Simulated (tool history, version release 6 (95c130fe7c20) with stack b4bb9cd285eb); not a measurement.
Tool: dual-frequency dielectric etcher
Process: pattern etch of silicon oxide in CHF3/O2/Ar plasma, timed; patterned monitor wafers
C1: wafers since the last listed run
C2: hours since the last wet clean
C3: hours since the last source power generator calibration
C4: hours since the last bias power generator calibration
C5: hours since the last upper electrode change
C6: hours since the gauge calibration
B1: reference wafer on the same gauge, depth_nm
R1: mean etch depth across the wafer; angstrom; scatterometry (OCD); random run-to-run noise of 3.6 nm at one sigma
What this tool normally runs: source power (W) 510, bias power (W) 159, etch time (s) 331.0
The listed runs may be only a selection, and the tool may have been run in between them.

Run 1, hour 0.0: usual settings; C1 0; C2 167.9; C3 600.5; C4 3905.4; C5 1955.6; C6 845.4; B1 614.1. Result: R1 5981 angstrom.
Run 2, hour 53.5: usual settings; C1 231; C2 221.4; C3 654.0; C4 3958.9; C5 2009.1; C6 898.9; B1 615.3. Result: R1 5938 angstrom.
Run 3, hour 108.4: usual settings; C1 237; C2 276.3; C3 708.9; C4 4013.8; C5 2064.0; C6 953.8; B1 616.0. Result: R1 5912 angstrom.
Run 4, hour 170.2: usual settings; C1 267; C2 338.1; C3 770.7; C4 4075.6; C5 2125.8; C6 1015.6; B1 615.3. Result: R1 5845 angstrom.
At hour 223.3: wet clean of the chamber.
Run 5, hour 253.4: usual settings; C1 256; C2 30.1; C3 853.9; C4 4158.8; C5 2209.0; C6 1098.8; B1 615.0. Result: R1 6051 angstrom.
Run 6, hour 301.8: usual settings; C1 209; C2 78.5; C3 902.3; C4 4207.2; C5 2257.4; C6 1147.2; B1 615.5. Result: R1 6013 angstrom.
Run 7, hour 369.7: usual settings but bias power (W) 143, etch time (s) 296.0; C1 294; C2 146.4; C3 970.2; C4 4275.1; C5 2325.3; C6 1215.1; B1 615.1. Result: R1 5138 angstrom.
Run 8, hour 418.2: usual settings but bias power (W) 143, etch time (s) 296.0; C1 210; C2 194.9; C3 1018.7; C4 4323.6; C5 2373.8; C6 1263.6; B1 615.7. Result: R1 5107 angstrom.
At hour 505.6: upper electrode replaced.
Run 9, hour 516.3: usual settings but source power (W) 470, bias power (W) 179; C1 320; C2 293.0; C3 1116.8; C4 4421.7; C5 10.7; C6 1361.7; B1 615.2. Result: R1 5875 angstrom.
Run 10, hour 556.3: usual settings but source power (W) 470, etch time (s) 375.0; C1 173; C2 333.0; C3 1156.8; C4 4461.7; C5 50.7; C6 1401.7; B1 615.1. Result: R1 6390 angstrom.
At hour 637.0: wet clean of the chamber.
Run 11, hour 658.2: usual settings but bias power (W) 170; C1 337; C2 21.2; C3 1258.7; C4 4563.6; C5 152.6; C6 1503.6; B1 615.9. Result: R1 6178 angstrom.
Run 12, hour 697.7: usual settings but bias power (W) 170; C1 171; C2 60.7; C3 1298.2; C4 4603.1; C5 192.1; C6 1543.1; B1 617.0. Result: R1 6157 angstrom.
Run 13, hour 749.4: usual settings; C1 223; C2 112.4; C3 1349.9; C4 4654.8; C5 243.8; C6 1594.8; B1 614.3. Result: R1 5981 angstrom.
At hour 786.6: gauge calibrated.
Run 14, hour 799.3: usual settings but source power (W) 460, bias power (W) 143, etch time (s) 250.5; C1 216; C2 162.3; C3 1399.8; C4 4704.7; C5 293.7; C6 12.7; B1 614.9. Result: R1 4164 angstrom.
Run 15, hour 845.0: usual settings but source power (W) 570, bias power (W) 125, etch time (s) 288.0; C1 197; C2 208.0; C3 1445.5; C4 4750.4; C5 339.4; C6 58.4; B1 615.5. Result: R1 5047 angstrom.
Run 16, hour 901.8: usual settings; C1 245; C2 264.8; C3 1502.3; C4 4807.2; C5 396.2; C6 115.2; B1 613.8. Result: R1 5939 angstrom.
At hour 936.5: source power generator calibrated.
Run 17, hour 943.3: usual settings but etch time (s) 243.5; C1 162; C2 306.3; C3 6.8; C4 4848.7; C5 437.7; C6 156.7; B1 615.6. Result: R1 4351 angstrom.
At hour 1042.2: bias power generator calibrated.
At hour 1054.9: wet clean of the chamber.
Run 18, hour 1055.4: usual settings; C1 412; C2 0.5; C3 118.9; C4 13.2; C5 549.8; C6 268.8; B1 615.4. Result: R1 6058 angstrom.
Run 19, hour 1085.2: usual settings; C1 129; C2 30.3; C3 148.7; C4 43.0; C5 579.6; C6 298.6; B1 615.0. Result: R1 6073 angstrom.
Run 20, hour 1135.2: usual settings but source power (W) 400; C1 216; C2 80.3; C3 198.7; C4 93.0; C5 629.6; C6 348.6; B1 614.2. Result: R1 5440 angstrom.
Run 21, hour 1223.8: usual settings; C1 383; C2 168.9; C3 287.3; C4 181.6; C5 718.2; C6 437.2; B1 615.2. Result: R1 5929 angstrom.
Run 22, hour 1315.0: usual settings; C1 394; C2 260.1; C3 378.5; C4 272.8; C5 809.4; C6 528.4; B1 614.9. Result: R1 5857 angstrom.
Run 23, hour 1396.7: usual settings but source power (W) 460, bias power (W) 170, etch time (s) 374.0; C1 353; C2 341.8; C3 460.2; C4 354.5; C5 891.1; C6 610.1; B1 612.8. Result: R1 6409 angstrom.
At hour 1467.3: wet clean of the chamber.
Run 24, hour 1478.8: usual settings but bias power (W) 129, etch time (s) 246.0; C1 251; C2 11.5; C3 542.3; C4 436.6; C5 973.2; C6 692.2; B1 616.2. Result: R1 4223 angstrom.
Run 25, hour 1522.6: usual settings; C1 189; C2 55.3; C3 586.1; C4 480.4; C5 1017.0; C6 736.0; B1 613.4. Result: R1 6015 angstrom.
Run 26, hour 1604.4: usual settings but source power (W) 600, bias power (W) 171, etch time (s) 282.0; C1 354; C2 137.1; C3 667.9; C4 562.2; C5 1098.8; C6 817.8; B1 614.9. Result: R1 5594 angstrom.
Run 27, hour 1670.3: usual settings but source power (W) 420, bias power (W) 147, etch time (s) 255.0; C1 285; C2 203.0; C3 733.8; C4 628.1; C5 1164.7; C6 883.7; B1 613.8. Result: R1 4093 angstrom.

Alternative continuations, all from the tool just after run 27; predict every row:
Run A, hour 1670.8: usual settings but bias power (W) 178; C1 2; C2 203.5; C3 734.3; C4 628.6; C5 1165.2; C6 884.2; B1 ?. Result: R1 ?.
Run B, hour 1670.8: usual settings but source power (W) 450; C1 2; C2 203.5; C3 734.3; C4 628.6; C5 1165.2; C6 884.2; B1 ?. Result: R1 ?.
Run C, hour 1670.8: usual settings but source power (W) 480, bias power (W) 179, etch time (s) 398.5; C1 2; C2 203.5; C3 734.3; C4 628.6; C5 1165.2; C6 884.2; B1 ?. Result: R1 ?.
Run D, hour 1670.8: usual settings but source power (W) 460, bias power (W) 182, etch time (s) 419.0; C1 2; C2 203.5; C3 734.3; C4 628.6; C5 1165.2; C6 884.2; B1 ?. Result: R1 ?.

run     B1    R1
  A  616.8  6126
  B  616.8  5611
  C  616.8  7196
  D  616.8  7465
What these runs would have given with no unlogged condition in the tool:
run    R1
  A  6243
  B  5718
  C  7334
  D  7607

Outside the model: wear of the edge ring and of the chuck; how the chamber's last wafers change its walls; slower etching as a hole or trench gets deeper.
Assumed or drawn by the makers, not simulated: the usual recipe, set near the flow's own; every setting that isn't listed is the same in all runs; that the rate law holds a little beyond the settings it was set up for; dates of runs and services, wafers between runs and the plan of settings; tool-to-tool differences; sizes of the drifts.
